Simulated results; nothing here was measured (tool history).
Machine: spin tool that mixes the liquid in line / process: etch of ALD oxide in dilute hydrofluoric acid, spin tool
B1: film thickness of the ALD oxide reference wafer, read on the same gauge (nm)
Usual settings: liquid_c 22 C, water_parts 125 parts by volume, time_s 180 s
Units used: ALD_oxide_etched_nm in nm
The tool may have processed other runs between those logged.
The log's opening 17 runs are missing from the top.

Run 18, hour 433.5: usual settings but liquid_c 25 C, time_s 260 s; B1 80. Result: ALD_oxide_etched_nm 29.55 nm.
Run 19, hour 467.4: usual settings but liquid_c 18 C, water_parts 110 parts by volume, time_s 290 s; B1 80.06. Result: ALD_oxide_etched_nm 28.71 nm.
Run 20, hour 480.6: usual settings but liquid_c 26 C; B1 80. Result: ALD_oxide_etched_nm 21.25 nm.
At hour 507.9: thermometer replaced.
Run 21, hour 514.1: usual settings but liquid_c 26.5 C, water_parts 90 parts by volume, time_s 230 s; B1 80.02. Result: ALD_oxide_etched_nm 40.03 nm.
Run 22, hour 535.6: usual settings; B1 80.02. Result: ALD_oxide_etched_nm 18.15 nm.
At hour 545.7: gauge calibrated.
Run 23, hour 551.7: usual settings but liquid_c 24.5 C, water_parts 90 parts by volume, time_s 80 s; B1 80.01. Result: ALD_oxide_etched_nm 13 nm.
At hour 568.6: hydrofluoric acid flow meter replaced.
Run 24, hour 578: usual settings; B1 80.04. Result: ALD_oxide_etched_nm 17.62 nm.
Run 25, hour 610.9: usual settings but liquid_c 26 C, time_s 140 s; B1 79.97. Result: ALD_oxide_etched_nm 16.07 nm.
Run 26, hour 639.3: usual settings but water_parts 150 parts by volume, time_s 225 s; B1 79.97. Result: ALD_oxide_etched_nm 18.02 nm.
Run 27, hour 665.5: usual settings but water_parts 175 parts by volume; B1 80.01. Result: ALD_oxide_etched_nm 11.94 nm.
Run 28, hour 742.3: usual settings but water_parts 75 parts by volume, time_s 210 s; B1 79.96. Result: ALD_oxide_etched_nm 36.34 nm.
Run 29, hour 762.8: usual settings but liquid_c 19 C, water_parts 90 parts by volume, time_s 255 s; B1 79.96. Result: ALD_oxide_etched_nm 32.41 nm.
Run 30, hour 782.3: usual settings; B1 79.98. Result: ALD_oxide_etched_nm 17.85 nm.
Run 31, hour 797.1: usual settings but liquid_c 24 C, water_parts 155 parts by volume, time_s 90 s; B1 79.98. Result: ALD_oxide_etched_nm 7.56 nm.
Run 32, hour 813.3: usual settings; B1 79.96. Result: ALD_oxide_etched_nm 17.68 nm.

Alternative continuations, all from the tool just after run 32; predict every row:
Run A, hour 813.8: usual settings; B1 ?. Result: ALD_oxide_etched_nm ?.
Run B, hour 813.8: usual settings but liquid_c 19.5 C, water_parts 170 parts by volume, time_s 85 s; B1 ?. Result: ALD_oxide_etched_nm ?.
Run C, hour 813.8: usual settings but water_parts 95 parts by volume; B1 ?. Result: ALD_oxide_etched_nm ?.

run     B1  ALD_oxide_etched_nm
  A  79.98                17.63
  B  79.98                 5.29
  C  79.98                   24
What these runs would have given with no unlogged condition in the tool:
run  ALD_oxide_etched_nm
  A                17.26
  B                 5.18
  C                23.51
